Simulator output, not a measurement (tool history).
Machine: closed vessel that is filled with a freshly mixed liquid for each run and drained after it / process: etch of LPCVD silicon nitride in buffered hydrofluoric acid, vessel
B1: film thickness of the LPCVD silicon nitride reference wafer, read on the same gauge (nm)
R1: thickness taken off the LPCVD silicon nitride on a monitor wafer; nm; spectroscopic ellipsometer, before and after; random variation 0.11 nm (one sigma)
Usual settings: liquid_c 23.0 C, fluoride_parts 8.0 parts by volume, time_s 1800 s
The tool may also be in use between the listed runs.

run 1 hour=0.0 | liquid_c=23.0 fluoride_parts=7.0 time_s=2455 | B1=109.95 | R1=45.51
run 2 hour=26.8 | liquid_c=23.0 fluoride_parts=7.0 time_s=2455 | B1=109.98 | R1=45.33
run 3 hour=44.3 | liquid_c=23.0 fluoride_parts=8.0 time_s=1800 | B1=110.00 | R1=28.55
run 4 hour=72.3 | liquid_c=23.0 fluoride_parts=8.0 time_s=1800 | B1=109.99 | R1=28.68
run 5 hour=97.1 | liquid_c=23.0 fluoride_parts=8.0 time_s=1800 | B1=110.01 | R1=28.62
run 6 hour=121.7 | liquid_c=23.0 fluoride_parts=8.0 time_s=1800 | B1=110.02 | R1=28.62
run 7 hour=147.2 | liquid_c=23.0 fluoride_parts=8.0 time_s=1070 | B1=109.99 | R1=16.82
-- hour=203.4 thermometer replaced
run 8 hour=232.1 | liquid_c=23.0 fluoride_parts=8.0 time_s=1070 | B1=110.02 | R1=16.93
run 9 hour=258.6 | liquid_c=23.0 fluoride_parts=8.0 time_s=1070 | B1=110.01 | R1=16.76
run 10 hour=270.7 | liquid_c=26.0 fluoride_parts=6.0 time_s=2130 | B1=110.01 | R1=52.74
run 11 hour=292.0 | liquid_c=26.5 fluoride_parts=9.5 time_s=1800 | B1=109.99 | R1=29.71
run 12 hour=321.0 | liquid_c=23.0 fluoride_parts=6.5 time_s=1025 | B1=109.97 | R1=20.00
run 13 hour=333.5 | liquid_c=23.0 fluoride_parts=5.5 time_s=1440 | B1=110.00 | R1=32.21
run 14 hour=349.7 | liquid_c=24.5 fluoride_parts=8.0 time_s=1230 | B1=109.99 | R1=20.94
run 15 hour=378.8 | liquid_c=23.0 fluoride_parts=8.0 time_s=1800 | B1=109.99 | R1=28.21
run 16 hour=394.4 | liquid_c=23.0 fluoride_parts=8.0 time_s=1800 | B1=110.00 | R1=28.28
-- hour=413.5 hydrofluoric acid flow meter replaced
-- hour=414.8 gauge calibrated
run 17 hour=479.7 | liquid_c=23.0 fluoride_parts=8.0 time_s=1800 | B1=110.02 | R1=29.31
run 18 hour=527.1 | liquid_c=20.0 fluoride_parts=5.5 time_s=1800 | B1=110.00 | R1=35.37
run 19 hour=547.2 | liquid_c=23.0 fluoride_parts=8.0 time_s=1800 | B1=110.00 | R1=29.12

Each row is a separate what-if for the run after 19, all from the same tool condition, not one after another. Results?
run A hour=548.4 | liquid_c=23.0 fluoride_parts=10.5 time_s=1800 | B1=? | R1=?
run B hour=548.4 | liquid_c=23.0 fluoride_parts=8.0 time_s=1510 | B1=? | R1=?
run C hour=548.4 | liquid_c=26.5 fluoride_parts=6.5 time_s=1800 | B1=? | R1=?

run=A B1=110.01 R1=22.81
run=B B1=110.01 R1=24.33
run=C B1=110.01 R1=43.29
Stripped of hidden state, with their random variation kept, the same runs would have yielded:
run=A R1=23.03
run=B R1=24.60
run=C R1=43.66
